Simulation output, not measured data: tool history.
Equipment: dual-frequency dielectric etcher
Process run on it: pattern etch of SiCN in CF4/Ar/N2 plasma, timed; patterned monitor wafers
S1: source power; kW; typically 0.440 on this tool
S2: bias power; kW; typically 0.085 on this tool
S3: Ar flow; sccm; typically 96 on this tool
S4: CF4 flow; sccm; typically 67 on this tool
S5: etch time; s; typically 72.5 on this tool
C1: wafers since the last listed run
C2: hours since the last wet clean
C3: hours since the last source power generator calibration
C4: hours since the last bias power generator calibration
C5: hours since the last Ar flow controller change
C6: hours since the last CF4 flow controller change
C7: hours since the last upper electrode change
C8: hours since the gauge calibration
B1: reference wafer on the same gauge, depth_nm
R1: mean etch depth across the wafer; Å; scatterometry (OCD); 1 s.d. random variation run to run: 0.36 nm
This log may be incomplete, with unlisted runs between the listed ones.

run   hour     S1     S2   S3  S4    S5   C1     C2      C3     C4      C5      C6     C7     C8    B1   R1
  1    0.0  0.440  0.085  117  67  72.5    0  341.9  4847.0   14.6  3100.6  2196.4    0.9  183.0  77.8  633
  2    7.2  0.480  0.072   96  67  72.5   91  349.1  4854.2   21.8  3107.8  2203.6    8.1  190.2  77.9  681
  3   53.1  0.440  0.085   96  67  72.5  580  395.0  4900.1   67.7  3153.7  2249.5   54.0  236.1  77.9  650
     103.3  -- wet clean of the chamber
  4  103.8  0.440  0.085   96  67  72.5  337    0.5  4950.8  118.4  3204.4  2300.2  104.7  286.8  77.6  655
  5  104.2  0.440  0.085   85  67  60.5    5    0.9  4951.2  118.8  3204.8  2300.6  105.1  287.2  77.4  550
  6  124.3  0.390  0.085   88  67  62.0  254   21.0  4971.3  138.9  3224.9  2320.7  125.2  307.3  77.7  494
     137.9  -- Ar flow controller replaced
  7  158.5  0.520  0.085   82  80  72.5  356   55.2  5005.5  173.1    20.6  2354.9  159.4  341.5  77.5  800
  8  174.2  0.440  0.068   89  67  84.5  198   70.9  5021.2  188.8    36.3  2370.6  175.1  357.2  77.4  711
  9  196.6  0.440  0.085   96  67  72.5  283   93.3  5043.6  211.2    58.7  2393.0  197.5  379.6  77.3  651
     205.6  -- CF4 flow controller replaced
     217.4  -- source power generator calibrated
 10  232.2  0.440  0.093   96  67  72.5  324  128.9    14.8  246.8    94.3    26.6  233.1  415.2  77.2  672

Run 11 comes next. What will it give?
 11  263.7  0.440  0.085  105  53  72.5  398  160.4  46.3  278.3  125.8  58.1  264.6  446.7   ?   ?

{"run 11": {"B1": 77.0, "R1": 617}}
With no hidden state in the tool, this same run would have given R1 628 Å.
